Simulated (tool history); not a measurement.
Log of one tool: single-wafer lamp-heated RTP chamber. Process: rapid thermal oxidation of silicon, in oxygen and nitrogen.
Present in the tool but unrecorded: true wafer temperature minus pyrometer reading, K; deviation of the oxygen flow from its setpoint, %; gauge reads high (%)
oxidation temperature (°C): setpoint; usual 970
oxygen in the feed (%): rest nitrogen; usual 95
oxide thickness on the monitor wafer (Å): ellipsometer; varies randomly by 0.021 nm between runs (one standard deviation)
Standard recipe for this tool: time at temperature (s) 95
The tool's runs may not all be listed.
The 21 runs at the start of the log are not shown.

| run | hour | oxidation temperature (°C) | time at temperature (s) | oxygen in the feed (%) | wafers since the last listed run | wafers since the last pyrometer calibration | hours since the oxygen flow controller was replaced | hours since the gauge calibration | read-back reference wafer on the same gauge, thickness | oxide thickness on the monitor wafer (Å) |
|---|---|---|---|---|---|---|---|---|---|---|
| 22 | 678.9 | 970 | 95 | 98 | 101 | 176 | 239.3 | 269.9 | 5.569 | 53.82 |
| 23 | 694.4 | 970 | 52 | 95 | 104 | 280 | 254.8 | 285.4 | 5.571 | 40.81 |
| 24 | 706.7 | 1000 | 55 | 76 | 82 | 363 | 267.1 | 297.7 | 5.569 | 48.10 |
| 25 | 728.8 | 970 | 95 | 95 | 148 | 511 | 289.2 | 319.8 | 5.578 | 52.96 |
| 26 | 755.4 | 959 | 61 | 72 | 178 | 690 | 315.8 | 346.4 | 5.571 | 37.37 |
| 27 | 786.3 | 970 | 127 | 98 | 207 | 898 | 346.7 | 377.3 | 5.572 | 61.52 |
| 28 | 806.5 | 956 | 48 | 79 | 135 | 1034 | 366.9 | 397.5 | 5.574 | 34.46 |
| 29 | 827.6 | 970 | 76 | 95 | 141 | 1176 | 388.0 | 418.6 | 5.572 | 49.04 |
| 30 | 861.3 | 970 | 95 | 95 | 226 | 1403 | 421.7 | 452.3 | 5.570 | 54.72 |
|  | 894.3 | pyrometer window cleaned and pyrometer calibrated |
| 31 | 894.8 | 948 | 65 | 95 | 171 | 3 | 455.2 | 485.8 | 5.571 | 37.95 |
| 32 | 921.0 | 970 | 95 | 95 | 176 | 179 | 481.4 | 512.0 | 5.572 | 53.03 |
| 33 | 933.2 | 962 | 53 | 74 | 82 | 262 | 493.6 | 524.2 | 5.562 | 36.11 |
| 34 | 946.6 | 951 | 56 | 98 | 90 | 352 | 507.0 | 537.6 | 5.573 | 37.31 |

What if the next run were any one of these 5? Each begins from the tool's condition after run 34:
| A | 947.0 | 970 | 60 | 95 | 2 | 354 | 507.4 | 538.0 | ? | ? |
| B | 947.0 | 970 | 110 | 95 | 2 | 354 | 507.4 | 538.0 | ? | ? |
| C | 947.0 | 970 | 108 | 95 | 2 | 354 | 507.4 | 538.0 | ? | ? |
| D | 947.0 | 988 | 95 | 95 | 2 | 354 | 507.4 | 538.0 | ? | ? |
| E | 947.0 | 970 | 58 | 66 | 2 | 354 | 507.4 | 538.0 | ? | ? |

| run | read-back reference wafer on the same gauge, thickness | oxide thickness on the monitor wafer (Å) |
|---|---|---|
| A | 5.566 | 43.89 |
| B | 5.566 | 57.17 |
| C | 5.566 | 56.71 |
| D | 5.566 | 61.35 |
| E | 5.566 | 38.50 |
The same runs, with their run-to-run variation unchanged, on a tool lacking any hidden condition would have given:
| run | oxide thickness on the monitor wafer (Å) |
|---|---|
| A | 43.42 |
| B | 56.53 |
| C | 56.07 |
| D | 60.68 |
| E | 38.12 |
